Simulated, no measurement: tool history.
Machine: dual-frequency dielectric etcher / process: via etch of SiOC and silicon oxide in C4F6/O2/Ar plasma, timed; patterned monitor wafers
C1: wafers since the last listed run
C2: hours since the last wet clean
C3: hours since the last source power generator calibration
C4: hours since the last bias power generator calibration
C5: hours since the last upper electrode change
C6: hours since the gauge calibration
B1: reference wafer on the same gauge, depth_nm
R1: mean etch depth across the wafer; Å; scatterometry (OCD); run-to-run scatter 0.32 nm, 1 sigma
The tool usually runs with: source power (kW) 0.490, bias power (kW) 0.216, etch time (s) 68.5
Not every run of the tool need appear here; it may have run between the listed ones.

Run 1, hour 0.0: usual settings; C1 0; C2 660.4; C3 1524.1; C4 3030.9; C5 3690.9; C6 1996.8; B1 99.3. Result: R1 801 Å.
At hour 63.3: wet clean of the chamber.
Run 2, hour 105.1: usual settings; C1 625; C2 41.8; C3 1629.2; C4 3136.0; C5 3796.0; C6 2101.9; B1 99.6. Result: R1 827 Å.
Run 3, hour 194.7: usual settings; C1 691; C2 131.4; C3 1718.8; C4 3225.6; C5 3885.6; C6 2191.5; B1 99.5. Result: R1 829 Å.
At hour 239.4: source power generator calibrated.
Run 4, hour 288.1: usual settings but source power (kW) 0.440; C1 689; C2 224.8; C3 48.7; C4 3319.0; C5 3979.0; C6 2284.9; B1 99.5. Result: R1 802 Å.
Run 5, hour 358.9: usual settings but bias power (kW) 0.175; C1 546; C2 295.6; C3 119.5; C4 3389.8; C5 4049.8; C6 2355.7; B1 99.5. Result: R1 756 Å.
Run 6, hour 466.3: usual settings but bias power (kW) 0.175; C1 828; C2 403.0; C3 226.9; C4 3497.2; C5 4157.2; C6 2463.1; B1 99.4. Result: R1 756 Å.
Run 7, hour 518.8: usual settings; C1 404; C2 455.5; C3 279.4; C4 3549.7; C5 4209.7; C6 2515.6; B1 99.4. Result: R1 814 Å.
Run 8, hour 602.1: usual settings but bias power (kW) 0.187; C1 642; C2 538.8; C3 362.7; C4 3633.0; C5 4293.0; C6 2598.9; B1 99.4. Result: R1 771 Å.
At hour 642.5: bias power generator calibrated.
Run 9, hour 643.0: usual settings but bias power (kW) 0.238; C1 284; C2 579.7; C3 403.6; C4 0.5; C5 4333.9; C6 2639.8; B1 99.6. Result: R1 858 Å.
Run 10, hour 697.0: usual settings; C1 416; C2 633.7; C3 457.6; C4 54.5; C5 4387.9; C6 2693.8; B1 99.5. Result: R1 824 Å.
Run 11, hour 734.8: usual settings; C1 291; C2 671.5; C3 495.4; C4 92.3; C5 4425.7; C6 2731.6; B1 99.4. Result: R1 816 Å.
At hour 807.3: gauge calibrated.
Run 12, hour 820.9: usual settings but source power (kW) 0.400, bias power (kW) 0.269, etch time (s) 81.5; C1 664; C2 757.6; C3 581.5; C4 178.4; C5 4511.8; C6 13.6; B1 99.4. Result: R1 1007 Å.
At hour 857.9: wet clean of the chamber.
Run 13, hour 886.0: usual settings; C1 317; C2 28.1; C3 646.6; C4 243.5; C5 4576.9; C6 78.7; B1 99.5. Result: R1 844 Å.
Run 14, hour 970.6: usual settings but source power (kW) 0.560; C1 652; C2 112.7; C3 731.2; C4 328.1; C5 4661.5; C6 163.3; B1 99.6. Result: R1 857 Å.
Run 15, hour 1058.5: usual settings; C1 678; C2 200.6; C3 819.1; C4 416.0; C5 4749.4; C6 251.2; B1 99.6. Result: R1 831 Å.
Run 16, hour 1108.1: usual settings but bias power (kW) 0.247; C1 382; C2 250.2; C3 868.7; C4 465.6; C5 4799.0; C6 300.8; B1 99.4. Result: R1 870 Å.
Run 17, hour 1156.5: usual settings but source power (kW) 0.430, bias power (kW) 0.233, etch time (s) 81.5; C1 373; C2 298.6; C3 917.1; C4 514.0; C5 4847.4; C6 349.2; B1 99.5. Result: R1 985 Å.
Run 18, hour 1256.5: usual settings; C1 771; C2 398.6; C3 1017.1; C4 614.0; C5 4947.4; C6 449.2; B1 99.4. Result: R1 820 Å.
Run 19, hour 1327.3: usual settings but etch time (s) 86.0; C1 546; C2 469.4; C3 1087.9; C4 684.8; C5 5018.2; C6 520.0; B1 99.5. Result: R1 1022 Å.
Run 20, hour 1421.7: usual settings; C1 728; C2 563.8; C3 1182.3; C4 779.2; C5 5112.6; C6 614.4; B1 99.5. Result: R1 816 Å.
At hour 1511.4: upper electrode replaced.
Run 21, hour 1511.9: usual settings; C1 510; C2 654.0; C3 1272.5; C4 869.4; C5 0.5; C6 704.6; B1 99.5. Result: R1 809 Å.
Run 22, hour 1565.1: usual settings but bias power (kW) 0.175; C1 410; C2 707.2; C3 1325.7; C4 922.6; C5 53.7; C6 757.8; B1 99.6. Result: R1 749 Å.
Run 23, hour 1638.7: usual settings but bias power (kW) 0.261, etch time (s) 81.0; C1 567; C2 780.8; C3 1399.3; C4 996.2; C5 127.3; C6 831.4; B1 99.4. Result: R1 1020 Å.
At hour 1687.7: wet clean of the chamber.
Run 24, hour 1729.6: usual settings; C1 516; C2 41.9; C3 1490.2; C4 1087.1; C5 218.2; C6 922.3; B1 99.6. Result: R1 828 Å.
Run 25, hour 2051.2: usual settings but bias power (kW) 0.188, etch time (s) 60.5; C1 2480; C2 363.5; C3 1811.8; C4 1408.7; C5 539.8; C6 1243.9; B1 99.6. Result: R1 685 Å.
At hour 2153.4: source power generator calibrated.
Run 26, hour 2321.4: usual settings but bias power (kW) 0.234, etch time (s) 59.0; C1 2053; C2 633.7; C3 168.0; C4 1678.9; C5 810.0; C6 1514.1; B1 99.6. Result: R1 717 Å.
At hour 2422.1: wet clean of the chamber.
Run 27, hour 2422.6: usual settings but source power (kW) 0.390, bias power (kW) 0.198, etch time (s) 51.5; C1 595; C2 0.5; C3 269.2; C4 1780.1; C5 911.2; C6 1615.3; B1 99.5. Result: R1 573 Å.
Run 28, hour 2723.8: usual settings but source power (kW) 0.430; C1 2323; C2 301.7; C3 570.4; C4 2081.3; C5 1212.4; C6 1916.5; B1 99.5. Result: R1 795 Å.

Here are 5 independent what-if runs from the current tool condition. What would each one return?
Run A, hour 2724.2: usual settings; C1 3; C2 302.1; C3 570.8; C4 2081.7; C5 1212.8; C6 1916.9; B1 ?. Result: R1 ?.
Run B, hour 2724.2: usual settings but source power (kW) 0.370, bias power (kW) 0.245, etch time (s) 89.0; C1 3; C2 302.1; C3 570.8; C4 2081.7; C5 1212.8; C6 1916.9; B1 ?. Result: R1 ?.
Run C, hour 2724.2: usual settings but etch time (s) 74.5; C1 3; C2 302.1; C3 570.8; C4 2081.7; C5 1212.8; C6 1916.9; B1 ?. Result: R1 ?.
Run D, hour 2724.2: usual settings but bias power (kW) 0.241, etch time (s) 57.0; C1 3; C2 302.1; C3 570.8; C4 2081.7; C5 1212.8; C6 1916.9; B1 ?. Result: R1 ?.
Run E, hour 2724.2: usual settings but source power (kW) 0.460, bias power (kW) 0.173, etch time (s) 53.0; C1 3; C2 302.1; C3 570.8; C4 2081.7; C5 1212.8; C6 1916.9; B1 ?. Result: R1 ?.

run    B1    R1
  A  99.7   816
  B  99.7  1045
  C  99.7   888
  D  99.7   707
  E  99.7   574
What these runs would have given with no unlogged condition in the tool:
run    R1
  A   841
  B  1078
  C   915
  D   729
  E   591
